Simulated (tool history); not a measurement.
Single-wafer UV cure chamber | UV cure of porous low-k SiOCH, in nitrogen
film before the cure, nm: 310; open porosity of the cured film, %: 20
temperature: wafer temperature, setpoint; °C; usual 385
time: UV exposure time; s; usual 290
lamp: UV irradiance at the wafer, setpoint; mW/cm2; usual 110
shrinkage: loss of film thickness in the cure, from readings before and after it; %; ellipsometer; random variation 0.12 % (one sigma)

run   hour  temperature  time  lamp  shrinkage
  1      0          385   290   110     11.754
  2   47.3          385   290   110     11.882
  3  101.4          385   290   110      11.69
  4  155.8          385   290   110     11.422
  5  215.6          385   290   110     11.216
  6  253.7          385   290   110     11.136
  7  311.2          385   290   110     10.747
  8  373.4          385   290    83      9.338
  9  413.7          368   125   126      6.992
     457.1  -- UV bulbs replaced
     457.5  -- quartz window cleaned
 10  483.4          366   130    95      8.726
 11  514.4          385   145   110     10.436
 12  547.4          366   400    83     13.657
 13  605.3          385   290   110     13.742
 14  672.5          385   430    72     13.837
 15    716          385   340   110     14.462

4 ways to go on from here, each from the tool as it stands after run 15. What would each give?
  A  716.5          385   150   110          ?
  B  716.5          402   200    80          ?
  C  716.5          371   130    70          ?
  D  716.5          376   205   110          ?

run  shrinkage
  A     10.603
  B     10.774
  C      7.618
  D     11.936
Without the tool's hidden state the same runs would have given:
run  shrinkage
  A     11.068
  B     11.241
  C      8.046
  D     12.417
